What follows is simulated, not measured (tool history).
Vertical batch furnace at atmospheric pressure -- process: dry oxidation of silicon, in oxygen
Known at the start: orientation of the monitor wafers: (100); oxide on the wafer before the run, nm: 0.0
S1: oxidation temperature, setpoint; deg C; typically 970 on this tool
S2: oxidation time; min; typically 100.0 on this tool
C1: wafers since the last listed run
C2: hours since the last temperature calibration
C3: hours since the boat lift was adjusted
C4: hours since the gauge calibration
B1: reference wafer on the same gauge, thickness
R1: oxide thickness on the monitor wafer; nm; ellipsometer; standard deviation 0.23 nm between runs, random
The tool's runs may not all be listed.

| run | hour | S1 | S2 | C1 | C2 | C3 | C4 | B1 | R1 |
|---|---|---|---|---|---|---|---|---|---|
| 1 | 0.0 | 970 | 100.0 | 0 | 1097.8 | 1228.5 | 284.4 | 56.50 | 55.66 |
| 2 | 8.7 | 970 | 131.0 | 82 | 1106.5 | 1237.2 | 293.1 | 56.50 | 67.51 |
| 3 | 29.0 | 970 | 131.0 | 193 | 1126.8 | 1257.5 | 313.4 | 56.47 | 67.09 |
| 4 | 45.8 | 970 | 100.0 | 160 | 1143.6 | 1274.3 | 330.2 | 56.56 | 55.55 |
| 5 | 56.6 | 970 | 128.5 | 102 | 1154.4 | 1285.1 | 341.0 | 56.53 | 66.01 |
| 6 | 73.0 | 970 | 128.5 | 156 | 1170.8 | 1301.5 | 357.4 | 56.53 | 65.53 |
| 7 | 90.5 | 970 | 128.5 | 166 | 1188.3 | 1319.0 | 374.9 | 56.54 | 65.54 |
| 8 | 105.1 | 958 | 125.0 | 139 | 1202.9 | 1333.6 | 389.5 | 56.54 | 59.17 |
| 9 | 158.2 | 958 | 125.0 | 505 | 1256.0 | 1386.7 | 442.6 | 56.44 | 58.83 |
| 10 | 165.5 | 958 | 125.0 | 69 | 1263.3 | 1394.0 | 449.9 | 56.53 | 58.92 |
| 11 | 181.7 | 981 | 100.0 | 154 | 1279.5 | 1410.2 | 466.1 | 56.52 | 60.39 |
| 12 | 201.8 | 981 | 100.0 | 191 | 1299.6 | 1430.3 | 486.2 | 56.54 | 60.49 |
| 13 | 219.5 | 981 | 100.0 | 168 | 1317.3 | 1448.0 | 503.9 | 56.49 | 59.96 |
| 14 | 234.3 | 976 | 130.0 | 141 | 1332.1 | 1462.8 | 518.7 | 56.43 | 69.60 |
| 15 | 243.2 | 976 | 130.0 | 84 | 1341.0 | 1471.7 | 527.6 | 56.45 | 69.84 |
| 16 | 257.6 | 965 | 100.0 | 137 | 1355.4 | 1486.1 | 542.0 | 56.54 | 53.93 |
| 17 | 272.9 | 965 | 100.0 | 145 | 1370.7 | 1501.4 | 557.3 | 56.52 | 53.44 |
| 18 | 287.4 | 963 | 84.0 | 138 | 1385.2 | 1515.9 | 571.8 | 56.44 | 46.80 |
| 19 | 299.3 | 970 | 100.0 | 113 | 1397.1 | 1527.8 | 583.7 | 56.52 | 55.27 |
| 20 | 316.2 | 983 | 148.0 | 161 | 1414.0 | 1544.7 | 600.6 | 56.47 | 81.01 |
|  | 333.3 | gauge calibrated |
| 21 | 334.4 | 977 | 64.5 | 173 | 1432.2 | 1562.9 | 1.1 | 56.54 | 43.38 |
| 22 | 342.2 | 970 | 100.0 | 74 | 1440.0 | 1570.7 | 8.9 | 56.52 | 55.19 |
| 23 | 362.4 | 983 | 148.0 | 192 | 1460.2 | 1590.9 | 29.1 | 56.48 | 80.90 |
|  | 388.3 | boat lift adjusted |
| 24 | 388.8 | 970 | 65.5 | 22 | 1486.6 | 0.5 | 55.5 | 56.53 | 41.66 |
| 25 | 394.0 | 970 | 50.0 | 49 | 1491.8 | 5.7 | 60.7 | 56.52 | 35.34 |
| 26 | 407.5 | 982 | 118.5 | 128 | 1505.3 | 19.2 | 74.2 | 56.49 | 69.15 |
| 27 | 420.6 | 951 | 53.5 | 124 | 1518.4 | 32.3 | 87.3 | 56.51 | 30.75 |
| 28 | 440.6 | 970 | 100.0 | 190 | 1538.4 | 52.3 | 107.3 | 56.48 | 55.50 |
| 29 | 455.3 | 970 | 100.0 | 140 | 1553.1 | 67.0 | 122.0 | 56.50 | 55.63 |
|  | 483.1 | thermocouples replaced and temperature profile calibrated |
| 30 | 483.6 | 946 | 121.0 | 40 | 0.5 | 95.3 | 150.3 | 56.48 | 51.30 |
| 31 | 488.7 | 952 | 100.0 | 48 | 5.6 | 100.4 | 155.4 | 56.53 | 47.17 |
| 32 | 524.9 | 947 | 66.5 | 344 | 41.8 | 136.6 | 191.6 | 56.49 | 34.10 |
| 33 | 536.0 | 957 | 100.0 | 105 | 52.9 | 147.7 | 202.7 | 56.47 | 50.09 |
| 34 | 549.5 | 993 | 142.5 | 128 | 66.4 | 161.2 | 216.2 | 56.49 | 86.02 |
| 35 | 563.5 | 970 | 124.5 | 133 | 80.4 | 175.2 | 230.2 | 56.48 | 64.78 |
| 36 | 575.5 | 993 | 55.0 | 114 | 92.4 | 187.2 | 242.2 | 56.51 | 45.35 |
| 37 | 593.9 | 981 | 147.0 | 175 | 110.8 | 205.6 | 260.6 | 56.53 | 78.58 |
| 38 | 614.9 | 956 | 128.0 | 200 | 131.8 | 226.6 | 281.6 | 56.47 | 59.24 |
| 39 | 624.4 | 970 | 100.0 | 90 | 141.3 | 236.1 | 291.1 | 56.50 | 55.58 |
| 40 | 635.0 | 988 | 100.0 | 100 | 151.9 | 246.7 | 301.7 | 56.53 | 64.30 |

Here are 3 independent what-if runs from the current tool condition. What would each one return?
| A | 640.2 | 970 | 100.0 | 49 | 157.1 | 251.9 | 306.9 | ? | ? |
| B | 640.2 | 948 | 61.5 | 49 | 157.1 | 251.9 | 306.9 | ? | ? |
| C | 640.2 | 950 | 139.0 | 49 | 157.1 | 251.9 | 306.9 | ? | ? |

| run | B1 | R1 |
|---|---|---|
| A | 56.48 | 55.70 |
| B | 56.48 | 32.78 |
| C | 56.48 | 59.01 |
Take away the tool's hidden state, keep each run's random variation, and the runs would have read:
| run | R1 |
|---|---|
| A | 55.70 |
| B | 32.78 |
| C | 59.01 |
